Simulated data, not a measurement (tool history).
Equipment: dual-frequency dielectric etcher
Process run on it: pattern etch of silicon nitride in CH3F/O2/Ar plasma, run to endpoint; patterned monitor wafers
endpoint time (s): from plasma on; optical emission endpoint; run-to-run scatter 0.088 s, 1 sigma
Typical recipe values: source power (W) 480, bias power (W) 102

| run | hour | source power (W) | bias power (W) | incoming incoming film thickness, nm | endpoint time (s) |
|---|---|---|---|---|---|
| 1 | 0 | 480 | 102 | 23.83 | 27.7 |
| 2 | 22.6 | 480 | 102 | 23.38 | 27.3 |
| 3 | 58.1 | 480 | 94 | 23.68 | 29.2 |
| 4 | 92.1 | 480 | 94 | 23.47 | 28.9 |
| 5 | 126 | 480 | 102 | 23.66 | 28 |
| 6 | 141.6 | 480 | 102 | 23.68 | 28 |
| 7 | 165.9 | 520 | 102 | 23.43 | 26.8 |
| 8 | 246.7 | 520 | 102 | 23.73 | 27.4 |
|  | 278.2 | wet clean of the chamber |
| 9 | 278.7 | 390 | 102 | 23.47 | 30.2 |
| 10 | 300.5 | 480 | 102 | 23.75 | 27.6 |
| 11 | 331.2 | 480 | 102 | 23.68 | 27.8 |
| 12 | 344.7 | 480 | 102 | 23.66 | 27.7 |
| 13 | 359.8 | 480 | 102 | 23.7 | 27.8 |
|  | 364.6 | source power generator calibrated |
| 14 | 380.4 | 480 | 102 | 23.6 | 27 |
| 15 | 395.9 | 360 | 127 | 23.52 | 27.8 |
| 16 | 427.4 | 530 | 127 | 23.74 | 23.2 |
| 17 | 449.9 | 480 | 102 | 23.63 | 27.3 |
| 18 | 483 | 530 | 109 | 23.4 | 24.9 |
| 19 | 498.8 | 480 | 102 | 23.79 | 27.5 |
| 20 | 522.3 | 540 | 102 | 23.29 | 25.7 |
| 21 | 555.3 | 370 | 102 | 23.7 | 31.6 |
|  | 567.5 | bias power generator calibrated |
| 22 | 569.4 | 380 | 82 | 23.81 | 36.1 |
| 23 | 585.9 | 510 | 102 | 23.6 | 26.9 |
|  | 625.1 | wet clean of the chamber |
| 24 | 625.6 | 570 | 102 | 23.7 | 24.6 |
|  | 649.9 | upper electrode replaced |
| 25 | 650.4 | 440 | 81 | 23.67 | 32.2 |
| 26 | 683.6 | 480 | 102 | 23.62 | 26.8 |

Run 27 has not been measured yet. What should we expect?
| 27 | 717.7 | 440 | 128 | 23.52 | ? |

endpoint time (s): 24.7
The same run, on a tool lacking any hidden state, would have yielded endpoint time (s) 24.5.
